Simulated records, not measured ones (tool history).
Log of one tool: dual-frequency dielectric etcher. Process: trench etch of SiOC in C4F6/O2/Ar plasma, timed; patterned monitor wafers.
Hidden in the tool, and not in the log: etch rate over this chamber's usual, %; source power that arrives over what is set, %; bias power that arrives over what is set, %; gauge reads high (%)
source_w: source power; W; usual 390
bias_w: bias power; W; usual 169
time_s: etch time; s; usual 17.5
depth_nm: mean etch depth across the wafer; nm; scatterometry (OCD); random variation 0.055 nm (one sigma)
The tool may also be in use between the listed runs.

| run | hour | source_w | bias_w | time_s | wafers since the last listed run | hours since the last wet clean | hours since the last source power generator calibration | hours since the last bias power generator calibration | hours since the last upper electrode change | hours since the gauge calibration | read-back reference wafer on the same gauge, depth_nm | depth_nm |
|---|---|---|---|---|---|---|---|---|---|---|---|---|
| 1 | 0 | 420 | 169 | 17.5 | 0 | 232.1 | 3521.4 | 2276.7 | 3828.8 | 179.3 | 32.91 | 37.18 |
| 2 | 46.5 | 420 | 169 | 17.5 | 579 | 278.6 | 3567.9 | 2323.2 | 3875.3 | 225.8 | 32.9 | 37.12 |
| 3 | 96.6 | 390 | 193 | 17.5 | 624 | 328.7 | 3618 | 2373.3 | 3925.4 | 275.9 | 32.9 | 37.96 |
| 4 | 133.7 | 390 | 193 | 17.5 | 462 | 365.8 | 3655.1 | 2410.4 | 3962.5 | 313 | 32.9 | 37.95 |
| 5 | 180.7 | 390 | 193 | 17.5 | 585 | 412.8 | 3702.1 | 2457.4 | 4009.5 | 360 | 32.9 | 37.72 |
|  | 242.3 | upper electrode replaced |
| 6 | 242.8 | 390 | 169 | 16 | 475 | 474.9 | 3764.2 | 2519.5 | 0.5 | 422.1 | 32.9 | 33.26 |
| 7 | 267.4 | 390 | 191 | 21 | 306 | 499.5 | 3788.8 | 2544.1 | 25.1 | 446.7 | 32.91 | 45.39 |
| 8 | 302.1 | 390 | 191 | 21 | 432 | 534.2 | 3823.5 | 2578.8 | 59.8 | 481.4 | 32.9 | 45.17 |
|  | 335.7 | source power generator calibrated |
|  | 345.1 | wet clean of the chamber |
| 9 | 345.6 | 390 | 191 | 21 | 376 | 0.5 | 9.9 | 2622.3 | 103.3 | 524.9 | 32.9 | 45.56 |
|  | 383.4 | bias power generator calibrated |
| 10 | 392.2 | 390 | 169 | 17.5 | 531 | 47.1 | 56.5 | 8.8 | 149.9 | 571.5 | 32.91 | 36.64 |
|  | 427.2 | gauge calibrated |
| 11 | 459.7 | 460 | 197 | 15.5 | 841 | 114.6 | 124 | 76.3 | 217.4 | 32.5 | 32.9 | 35 |
| 12 | 487.5 | 320 | 158 | 16 | 346 | 142.4 | 151.8 | 104.1 | 245.2 | 60.3 | 32.9 | 31.7 |
| 13 | 537.9 | 440 | 144 | 13.5 | 628 | 192.8 | 202.2 | 154.5 | 295.6 | 110.7 | 32.9 | 27.7 |
| 14 | 606.1 | 310 | 142 | 20.5 | 850 | 261 | 270.4 | 222.7 | 363.8 | 178.9 | 32.91 | 39.27 |
| 15 | 657.7 | 390 | 169 | 14.5 | 643 | 312.6 | 322 | 274.3 | 415.4 | 230.5 | 32.9 | 30.23 |
| 16 | 701.2 | 390 | 186 | 17.5 | 542 | 356.1 | 365.5 | 317.8 | 458.9 | 274 | 32.9 | 37.46 |
| 17 | 731 | 390 | 169 | 17.5 | 371 | 385.9 | 395.3 | 347.6 | 488.7 | 303.8 | 32.9 | 36.47 |
| 18 | 794.2 | 310 | 142 | 20.5 | 787 | 449.1 | 458.5 | 410.8 | 551.9 | 367 | 32.9 | 39.12 |

How the hidden state differs across the entries between the runs, from the last listed run before each to the first after it:
Between runs 5 and 6: upper electrode replaced (hour 242.3)
  etch rate over this chamber's usual, %: -0.506 -> -0.584
  measured less the result without the state, depth_nm: -0.19 -> -0.2 nm
Between runs 8 and 9: source power generator calibrated (hour 335.7); wet clean of the chamber (hour 345.1)
  etch rate over this chamber's usual, %: -0.66 -> 0.0285
  measured less the result without the state, depth_nm: -0.3 -> +0.01 nm
Between runs 9 and 10: bias power generator calibrated (hour 383.4)
  etch rate over this chamber's usual, %: 0.0285 -> -0.0307
  measured less the result without the state, depth_nm: +0.01 -> -0.01 nm
Between runs 10 and 11: gauge calibrated (hour 427.2)
  etch rate over this chamber's usual, %: -0.0307 -> -0.116
  measured less the result without the state, depth_nm: -0.01 -> -0.04 nm
